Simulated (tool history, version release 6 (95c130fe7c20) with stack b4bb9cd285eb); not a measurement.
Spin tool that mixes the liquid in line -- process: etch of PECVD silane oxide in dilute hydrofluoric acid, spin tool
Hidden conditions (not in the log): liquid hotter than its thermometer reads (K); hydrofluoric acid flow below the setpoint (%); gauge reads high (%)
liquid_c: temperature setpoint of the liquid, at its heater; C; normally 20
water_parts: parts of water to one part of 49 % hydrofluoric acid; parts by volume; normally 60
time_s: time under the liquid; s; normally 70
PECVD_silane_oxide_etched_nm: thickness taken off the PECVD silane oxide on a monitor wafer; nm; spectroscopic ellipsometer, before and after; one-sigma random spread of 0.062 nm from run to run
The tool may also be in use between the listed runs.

run	hour	liquid_c	water_parts	time_s	wafers since the last listed run	hours since the thermometer was replaced	hours since the hydrofluoric acid flow meter was replaced	hours since the gauge calibration	read-back film thickness of the PECVD silane oxide reference wafer, read on the same gauge (nm)	PECVD_silane_oxide_etched_nm
1	0	20	60	40	0	453.9	481.7	441	140	10.56
2	7.3	20	60	40	88	461.2	489	448.3	139.97	10.53
3	16.4	20	70	70	110	470.3	498.1	457.4	139.97	15.71
4	23	20	60	70	79	476.9	504.7	464	140.01	18.53
5	30.9	20	60	70	95	484.8	512.6	471.9	140	18.39
6	38.3	20	60	70	89	492.2	520	479.3	140	18.42
7	55.3	20	60	70	206	509.2	537	496.3	140.01	18.42
# hour 92.8: gauge calibrated
8	101.8	20	60	70	563	555.7	583.5	9	139.99	18.36
9	112.3	20	60	70	127	566.2	594	19.5	140	18.57
10	121	20	65	95	105	574.9	602.7	28.2	140.01	22.87
# hour 132.1: thermometer replaced
11	137.7	20	60	70	190	5.6	619.4	44.9	140	18.43
12	147.8	20	60	70	122	15.7	629.5	55	139.97	18.48
13	155.7	24.5	75	70	95	23.6	637.4	62.9	139.98	17.32
14	170.1	24.5	35	100	174	38	651.8	77.3	139.99	56.4
15	184	20	60	45	168	51.9	665.7	91.2	139.98	11.87
16	200.8	20	60	70	203	68.7	682.5	108	140.01	18.44
# hour 208.9: hydrofluoric acid flow meter replaced
17	218.7	17	90	70	204	86.6	9.8	125.9	140.01	10.54
18	233.8	20	60	100	183	101.7	24.9	141	140.02	26.3
19	242	18.5	70	70	99	109.9	33.1	149.2	140.01	14.65
20	256.8	18.5	85	85	179	124.7	47.9	164	140.01	14.33
21	266.8	17	45	70	121	134.7	57.9	174	139.99	22.01
22	278.9	20	60	70	146	146.8	70	186.1	140.01	18.36
23	288	23.5	90	85	110	155.9	79.1	195.2	139.97	16.64
24	297.9	20	60	70	119	165.8	89	205.1	139.96	18.5
25	307.8	24	60	105	119	175.7	98.9	215	140	32.6
26	321.1	20	75	85	161	189	112.2	228.3	139.98	17.62
27	331.7	24.5	30	70	128	199.6	122.8	238.9	139.97	46.17
28	368.4	20	40	85	444	236.3	159.5	275.6	140.02	34.27
29	376.8	20	60	95	101	244.7	167.9	284	140.01	25.01
30	393	17	75	45	196	260.9	184.1	300.2	140.02	8.18
31	411	22	30	30	218	278.9	202.1	318.2	140	17.87
32	420.2	20	60	70	111	288.1	211.3	327.4	140	18.48
33	435.5	20	60	70	185	303.4	226.6	342.7	140	18.4
34	450.2	20	60	35	178	318.1	241.3	357.4	140.03	9.23

Give the tool's hidden conditions for every run:
liquid hotter than its thermometer reads (K): 0 on each run
hydrofluoric acid flow below the setpoint (%): 0 on each run
gauge reads high (%): 0 on each run

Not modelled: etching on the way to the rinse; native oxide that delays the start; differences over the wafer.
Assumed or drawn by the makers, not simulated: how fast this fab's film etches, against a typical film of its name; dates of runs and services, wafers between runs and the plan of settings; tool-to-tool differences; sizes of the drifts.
